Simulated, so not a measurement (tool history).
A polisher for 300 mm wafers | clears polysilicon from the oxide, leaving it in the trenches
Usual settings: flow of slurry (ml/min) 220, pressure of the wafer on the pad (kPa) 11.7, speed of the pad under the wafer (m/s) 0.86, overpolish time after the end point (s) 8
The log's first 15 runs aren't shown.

run   hour  flow of slurry (ml/min)  pressure of the wafer on the pad (kPa)  speed of the pad under the wafer (m/s)  overpolish time after the end point (s)  wafers since the last listed run  wafers polished on this pad  hours since the slurry nozzle was cleaned  hours since the head pressure was calibrated  incoming thickness of the incoming film, nm  time until the end point was called (s)  dishing of a wide line in a test structure (nm)
 16  438.2                      220                                    11.7                                    1.06                                        8                               369                          989                                      356.1                                          77.6                                        726.6                                    103.9                                             28.8
     454.5  -- slurry nozzle cleaned
 17  458.6                      220                                    11.7                                    0.86                                        8                               220                         1210                                        4.1                                            98                                          717                                    117.6                                             26.1
 18  491.6                      220                                    11.7                                    0.86                                        8                               375                         1585                                       37.1                                           131                                        743.5                                    125.9                                             25.6
 19  503.9                      220                                    11.7                                    0.86                                       12                               139                         1725                                       49.4                                         143.3                                        732.4                                    124.8                                             30.7
 20  536.9                      220                                    11.7                                     0.7                                        4                               375                         2101                                       82.4                                         176.3                                        743.3                                    149.7                                             14.7
     552.8  -- worn pad replaced by a new one
 21  566.4                      220                                    11.7                                    0.86                                       12                               290                          154                                      111.9                                         205.8                                        730.6                                    119.3                                             32.2
 22  583.8                      255                                    11.7                                    1.14                                        8                               197                          352                                      129.3                                         223.2                                          729                                     95.1                                             29.4
 23  614.5                      220                                    14.5                                    0.86                                        6                               349                          701                                        160                                         253.9                                        735.3                                     97.9                                             25.9
 24  638.4                      175                                    11.7                                    0.62                                        8                               271                          973                                      183.9                                         277.8                                        716.4                                    153.8                                               23
 25    653                      220                                    14.5                                    0.86                                        6                               166                         1139                                      198.5                                         292.4                                          738                                     98.3                                             25.5
 26    680                      175                                    11.7                                    0.86                                        8                               307                         1447                                      225.5                                         319.4                                        725.7                                    125.1                                             26.5
 27  702.3                      245                                    11.7                                    0.86                                        5                               253                         1700                                      247.8                                         341.7                                        737.3                                    124.2                                             19.9
 28  718.1                      240                                    15.2                                     0.6                                       11                               179                         1880                                      263.6                                         357.5                                        732.1                                    127.6                                             30.4
 29  742.1                      245                                    11.7                                    0.86                                        4                               273                         2153                                      287.6                                         381.5                                        732.2                                    130.7                                             16.4
     763.9  -- worn pad replaced by a new one
 30  764.4                      220                                    11.7                                    0.86                                        8                               208                            5                                      309.9                                         403.8                                        729.8                                    120.2                                             26.5
 31  794.2                      280                                    15.2                                    1.02                                        5                               339                          344                                      339.7                                         433.6                                        726.7                                     77.5                                             24.9
 32  828.7                      295                                    15.9                                    0.86                                        3                               392                          736                                      374.2                                         468.1                                          729                                     86.5                                             17.5
 33    856                      290                                    14.5                                    0.64                                       11                               310                         1047                                      401.5                                         495.4                                        734.2                                    120.5                                             30.2
     877.3  -- slurry nozzle cleaned
 34    878                      220                                    11.7                                    0.86                                        8                               238                         1286                                        0.7                                         517.4                                        739.5                                    124.1                                             26.3

4 ways to go on from here, each from the tool as it stands after run 34. What would each give?
  A  878.4                      220                                    11.7                                    0.86                                       10                                 4                         1290                                        1.1                                         517.8                                        723.2                                        ?                                                ?
  B  878.4                      285                                    14.5                                    0.86                                        8                                 4                         1290                                        1.1                                         517.8                                        723.2                                        ?                                                ?
  C  878.4                      185                                    13.1                                    0.86                                        8                                 4                         1290                                        1.1                                         517.8                                        723.2                                        ?                                                ?
  D  878.4                      170                                    15.2                                    0.86                                        3                                 4                         1290                                        1.1                                         517.8                                        723.2                                        ?                                                ?

run  time until the end point was called (s)  dishing of a wide line in a test structure (nm)
  A                                    120.1                                             28.2
  B                                     95.2                                             28.3
  C                                    109.2                                             26.7
  D                                     95.1                                               16
Without the tool's hidden state the same runs would have given:
run  time until the end point was called (s)  dishing of a wide line in a test structure (nm)
  A                                    116.1                                             28.6
  B                                     92.1                                             28.7
  C                                    105.5                                             27.1
  D                                     91.9                                             16.4

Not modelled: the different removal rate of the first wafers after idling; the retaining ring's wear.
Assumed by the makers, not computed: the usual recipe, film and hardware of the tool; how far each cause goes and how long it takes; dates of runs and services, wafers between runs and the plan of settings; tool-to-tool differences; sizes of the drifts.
